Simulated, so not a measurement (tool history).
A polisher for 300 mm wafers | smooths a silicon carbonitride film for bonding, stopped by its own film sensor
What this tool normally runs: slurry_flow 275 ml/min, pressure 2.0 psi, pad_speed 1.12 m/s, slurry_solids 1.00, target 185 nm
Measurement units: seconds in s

run	hour	slurry_flow	pressure	pad_speed	slurry_solids	target	wafers since the last listed run	wafers polished on this pad	hours since the slurry nozzle was cleaned	hours since the head pressure was calibrated	hours since the slurry blender was calibrated	incoming thickness of the incoming film, nm	seconds
1	0.0	200	2.0	1.12	1.00	185	0	2035	183.6	881.7	60.0	217.8	132.8
# hour 3.7: head pressure recalibrated
2	22.1	275	2.0	1.34	1.00	185	200	2236	205.7	18.4	82.1	223.5	148.0
# hour 32.3: worn pad replaced by a new one
3	53.3	275	1.7	1.12	1.00	176	271	210	236.9	49.6	113.3	222.1	236.1
4	80.1	275	1.7	1.12	1.00	176	267	478	263.7	76.4	140.1	223.1	233.9
5	105.4	275	2.0	1.12	1.00	185	252	730	289.0	101.7	165.4	219.2	141.2
6	120.4	275	2.0	1.12	1.00	185	149	880	304.0	116.7	180.4	221.9	156.9
7	147.0	275	2.0	1.12	1.00	185	265	1146	330.6	143.3	207.0	220.0	144.9
8	167.3	275	2.5	1.12	1.00	185	202	1349	350.9	163.6	227.3	222.0	125.8
9	200.7	200	2.0	1.12	1.00	185	333	1683	384.3	197.0	260.7	219.6	151.9
# hour 229.4: worn pad replaced by a new one
10	229.9	275	2.0	0.94	0.75	176	251	4	413.5	226.2	289.9	215.8	218.9
11	241.2	220	2.0	1.12	0.90	185	112	117	424.8	237.5	301.2	220.6	160.1
12	258.5	275	1.5	1.12	1.00	185	172	290	442.1	254.8	318.5	223.2	207.7
13	276.6	275	2.0	1.12	1.20	185	180	471	460.2	272.9	336.6	222.2	140.6
14	299.2	275	2.0	1.34	1.00	185	225	696	482.8	295.5	359.2	221.6	138.8
# hour 314.8: slurry nozzle cleaned
15	327.1	275	2.0	1.12	1.00	185	268	965	12.3	323.4	387.1	218.0	138.2
16	344.9	220	2.0	1.12	0.80	185	177	1143	30.1	341.2	404.9	219.3	164.8
17	374.0	340	2.0	0.94	1.00	185	290	1434	59.2	370.3	434.0	219.3	153.1
18	394.1	275	1.7	0.82	1.15	196	200	1635	79.3	390.4	454.1	220.3	126.5
19	409.2	275	2.0	1.12	0.90	185	150	1785	94.4	405.5	469.2	217.5	139.2
# hour 435.2: worn pad replaced by a new one
# hour 436.7: slurry blender recalibrated
20	442.5	275	2.0	1.12	1.00	185	277	58	127.7	438.8	5.8	223.7	156.9
21	459.8	310	2.0	1.12	0.75	185	172	230	145.0	456.1	23.1	221.8	175.2
22	472.9	275	2.0	0.72	1.00	190	130	361	158.1	469.2	36.2	218.4	141.9
23	486.8	345	2.6	1.40	1.00	193	138	500	172.0	483.1	50.1	219.1	69.9
24	521.2	365	2.0	0.72	0.85	177	343	844	206.4	517.5	84.5	217.6	217.7
25	553.1	235	2.0	1.38	1.30	192	318	1163	238.3	549.4	116.4	220.9	93.1
26	582.9	275	2.0	1.12	1.00	185	297	1460	268.1	579.2	146.2	221.1	145.3
27	618.4	345	2.5	1.46	0.90	185	354	1815	303.6	614.7	181.7	221.7	106.8
28	642.3	235	2.0	1.38	1.30	192	238	2054	327.5	638.6	205.6	220.7	91.9
# hour 670.8: worn pad replaced by a new one
29	674.8	240	2.0	1.36	1.00	194	284	39	360.0	671.1	238.1	220.3	95.7
30	697.1	325	2.0	1.12	1.00	185	222	262	382.3	693.4	260.4	224.5	154.3

What if the next run were any one of these 4? Each begins from the tool's condition after run 30:
A	697.6	275	2.0	1.12	1.00	185	4	267	382.8	693.9	260.9	221.2	?
B	697.6	275	2.0	1.50	1.00	174	4	267	382.8	693.9	260.9	221.2	?
C	697.6	305	1.6	1.12	1.00	185	4	267	382.8	693.9	260.9	221.2	?
D	697.6	220	1.6	0.82	1.00	181	4	267	382.8	693.9	260.9	221.2	?

run	seconds
A	145.8
B	161.2
C	180.4
D	243.9
The same runs, with their run-to-run variation unchanged, on a tool lacking any hidden condition would have given:
run	seconds
A	156.2
B	172.7
C	193.2
D	261.3

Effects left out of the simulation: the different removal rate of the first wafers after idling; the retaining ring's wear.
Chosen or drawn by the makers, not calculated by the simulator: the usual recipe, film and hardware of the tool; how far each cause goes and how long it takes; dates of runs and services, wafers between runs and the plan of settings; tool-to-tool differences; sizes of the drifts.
